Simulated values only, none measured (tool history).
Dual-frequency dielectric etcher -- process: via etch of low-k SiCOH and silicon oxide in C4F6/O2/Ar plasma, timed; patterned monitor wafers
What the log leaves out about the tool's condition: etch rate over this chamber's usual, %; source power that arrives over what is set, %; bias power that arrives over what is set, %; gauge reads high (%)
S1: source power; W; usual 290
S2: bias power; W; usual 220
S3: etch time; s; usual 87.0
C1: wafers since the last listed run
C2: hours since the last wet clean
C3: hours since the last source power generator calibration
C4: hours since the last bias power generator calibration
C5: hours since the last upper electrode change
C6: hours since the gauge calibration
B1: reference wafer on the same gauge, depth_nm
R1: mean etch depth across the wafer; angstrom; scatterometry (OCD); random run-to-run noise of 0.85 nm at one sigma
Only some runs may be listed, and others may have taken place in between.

run,hour,S1,S2,S3,C1,C2,C3,C4,C5,C6,B1,R1
1,0.0,290,257,87.0,0,304.0,4167.3,2355.4,2394.4,21.1,224.9,2539
2,7.2,290,257,87.0,45,311.2,4174.5,2362.6,2401.6,28.3,224.9,2556
3,19.9,270,220,80.5,80,323.9,4187.2,2375.3,2414.3,41.0,224.8,2196
4,72.2,290,220,87.0,330,376.2,4239.5,2427.6,2466.6,93.3,225.0,2401
5,80.2,290,220,87.0,50,384.2,4247.5,2435.6,2474.6,101.3,224.9,2420
6,87.9,290,220,87.0,48,391.9,4255.2,2443.3,2482.3,109.0,225.1,2417
7,100.7,290,220,87.0,80,404.7,4268.0,2456.1,2495.1,121.8,225.0,2411
8,112.6,290,220,87.0,75,416.6,4279.9,2468.0,2507.0,133.7,225.3,2438
9,122.7,290,220,87.0,63,426.7,4290.0,2478.1,2517.1,143.8,225.1,2431
# hour 126.9: source power generator calibrated
10,133.0,290,220,87.0,39,437.0,6.1,2488.4,2527.4,154.1,225.0,2422
# hour 150.9: bias power generator calibrated
11,151.4,290,220,87.0,90,455.4,24.5,0.5,2545.8,172.5,224.9,2421
# hour 161.6: gauge calibrated
12,162.0,230,220,87.0,66,466.0,35.1,11.1,2556.4,0.4,225.2,2229
13,179.3,290,220,95.0,109,483.3,52.4,28.4,2573.7,17.7,225.0,2629
14,191.1,290,220,87.0,74,495.1,64.2,40.2,2585.5,29.5,225.1,2418
# hour 222.0: upper electrode replaced
15,222.5,290,171,87.0,46,526.5,95.6,71.6,0.5,60.9,224.9,2236
16,222.8,290,220,87.0,1,526.8,95.9,71.9,0.8,61.2,225.2,2415
17,229.6,290,220,87.0,42,533.6,102.7,78.7,7.6,68.0,224.9,2438
# hour 256.2: wet clean of the chamber
18,256.7,290,240,87.0,19,0.5,129.8,105.8,34.7,95.1,225.2,2484
19,257.0,340,220,87.0,1,0.8,130.1,106.1,35.0,95.4,225.0,2559
20,294.6,350,220,95.5,237,38.4,167.7,143.7,72.6,133.0,225.1,2861
21,305.3,340,220,87.0,67,49.1,178.4,154.4,83.3,143.7,225.2,2556
22,321.9,330,238,95.0,104,65.7,195.0,171.0,99.9,160.3,225.1,2848
23,335.6,320,247,101.5,86,79.4,208.7,184.7,113.6,174.0,224.9,3024

What if the next run were any one of these 5? Each begins from the tool's condition after run 23:
A,336.0,290,220,74.5,2,79.8,209.1,185.1,114.0,174.4,?,?
B,336.0,330,220,95.5,2,79.8,209.1,185.1,114.0,174.4,?,?
C,336.0,350,254,108.5,2,79.8,209.1,185.1,114.0,174.4,?,?
D,336.0,330,259,79.0,2,79.8,209.1,185.1,114.0,174.4,?,?
E,336.0,310,234,87.0,2,79.8,209.1,185.1,114.0,174.4,?,?

run,B1,R1
A,225.2,2059
B,225.2,2768
C,225.2,3362
D,225.2,2411
E,225.2,2513
With no hidden state in the tool, these same runs would have given:
run,R1
A,2059
B,2768
C,3362
D,2411
E,2513
